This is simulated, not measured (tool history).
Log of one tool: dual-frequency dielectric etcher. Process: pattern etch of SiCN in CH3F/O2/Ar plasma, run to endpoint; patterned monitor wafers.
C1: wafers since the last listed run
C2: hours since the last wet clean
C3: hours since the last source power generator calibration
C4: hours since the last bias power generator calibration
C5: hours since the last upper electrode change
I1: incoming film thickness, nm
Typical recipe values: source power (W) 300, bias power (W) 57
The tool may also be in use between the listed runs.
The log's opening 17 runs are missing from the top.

-- day=71.679 source power generator calibrated
run 18 day=73.458 | source_power_(W)=350 bias_power_(W)=63 | C1=1414 C2=114.8 C3=42.7 C4=2619.1 C5=681.8 | I1=9.33 | endpoint_time_(s)=28.4
run 19 day=75.667 | source_power_(W)=300 bias_power_(W)=57 | C1=922 C2=167.8 C3=95.7 C4=2672.1 C5=734.8 | I1=9.32 | endpoint_time_(s)=30.7
run 20 day=78.275 | source_power_(W)=230 bias_power_(W)=49 | C1=1089 C2=230.4 C3=158.3 C4=2734.7 C5=797.4 | I1=9.33 | endpoint_time_(s)=35.4
run 21 day=81.342 | source_power_(W)=240 bias_power_(W)=57 | C1=1280 C2=304.0 C3=231.9 C4=2808.3 C5=871.0 | I1=9.18 | endpoint_time_(s)=33.2
run 22 day=84.058 | source_power_(W)=350 bias_power_(W)=63 | C1=1134 C2=369.2 C3=297.1 C4=2873.5 C5=936.2 | I1=9.30 | endpoint_time_(s)=28.4
-- day=86.329 bias power generator calibrated
run 23 day=88.017 | source_power_(W)=330 bias_power_(W)=70 | C1=1583 C2=464.2 C3=392.1 C4=40.5 C5=1031.2 | I1=9.23 | endpoint_time_(s)=28.4
-- day=90.988 wet clean of the chamber
run 24 day=91.371 | source_power_(W)=270 bias_power_(W)=53 | C1=983 C2=9.2 C3=472.6 C4=121.0 C5=1111.7 | I1=9.42 | endpoint_time_(s)=33.1
run 25 day=95.083 | source_power_(W)=300 bias_power_(W)=49 | C1=1550 C2=98.3 C3=561.7 C4=210.1 C5=1200.8 | I1=9.28 | endpoint_time_(s)=32.1
run 26 day=99.288 | source_power_(W)=300 bias_power_(W)=57 | C1=1755 C2=199.2 C3=662.6 C4=311.0 C5=1301.7 | I1=9.30 | endpoint_time_(s)=31.1
run 27 day=101.188 | source_power_(W)=270 bias_power_(W)=71 | C1=793 C2=244.8 C3=708.2 C4=356.6 C5=1347.3 | I1=9.30 | endpoint_time_(s)=29.3
run 28 day=103.554 | source_power_(W)=300 bias_power_(W)=57 | C1=988 C2=301.6 C3=765.0 C4=413.4 C5=1404.1 | I1=9.31 | endpoint_time_(s)=31.1
run 29 day=106.638 | source_power_(W)=360 bias_power_(W)=50 | C1=1287 C2=375.6 C3=839.0 C4=487.4 C5=1478.1 | I1=9.31 | endpoint_time_(s)=30.4
run 30 day=111.017 | source_power_(W)=330 bias_power_(W)=68 | C1=1828 C2=480.7 C3=944.1 C4=592.5 C5=1583.2 | I1=9.32 | endpoint_time_(s)=28.3
-- day=112.721 wet clean of the chamber
run 31 day=114.858 | source_power_(W)=330 bias_power_(W)=64 | C1=1186 C2=51.3 C3=1036.3 C4=684.7 C5=1675.4 | I1=9.21 | endpoint_time_(s)=27.8
run 32 day=119.262 | source_power_(W)=300 bias_power_(W)=57 | C1=1839 C2=157.0 C3=1142.0 C4=790.4 C5=1781.1 | I1=9.27 | endpoint_time_(s)=30.7
run 33 day=122.608 | source_power_(W)=270 bias_power_(W)=71 | C1=1397 C2=237.3 C3=1222.3 C4=870.7 C5=1861.4 | I1=9.38 | endpoint_time_(s)=29.8

Branching from run 33: 4 alternative next runs. What would each branch give?
run A day=122.625 | source_power_(W)=300 bias_power_(W)=57 | C1=6 C2=237.7 C3=1222.7 C4=871.1 C5=1861.8 | I1=9.37 | endpoint_time_(s)=?
run B day=122.625 | source_power_(W)=280 bias_power_(W)=61 | C1=6 C2=237.7 C3=1222.7 C4=871.1 C5=1861.8 | I1=9.37 | endpoint_time_(s)=?
run C day=122.625 | source_power_(W)=240 bias_power_(W)=50 | C1=6 C2=237.7 C3=1222.7 C4=871.1 C5=1861.8 | I1=9.37 | endpoint_time_(s)=?
run D day=122.625 | source_power_(W)=300 bias_power_(W)=68 | C1=6 C2=237.7 C3=1222.7 C4=871.1 C5=1861.8 | I1=9.37 | endpoint_time_(s)=?

run=A endpoint_time_(s)=30.6
run=B endpoint_time_(s)=30.6
run=C endpoint_time_(s)=34.4
run=D endpoint_time_(s)=28.8
What these runs would have given with no unlogged condition in the tool:
run=A endpoint_time_(s)=30.4
run=B endpoint_time_(s)=30.3
run=C endpoint_time_(s)=34.1
run=D endpoint_time_(s)=28.6

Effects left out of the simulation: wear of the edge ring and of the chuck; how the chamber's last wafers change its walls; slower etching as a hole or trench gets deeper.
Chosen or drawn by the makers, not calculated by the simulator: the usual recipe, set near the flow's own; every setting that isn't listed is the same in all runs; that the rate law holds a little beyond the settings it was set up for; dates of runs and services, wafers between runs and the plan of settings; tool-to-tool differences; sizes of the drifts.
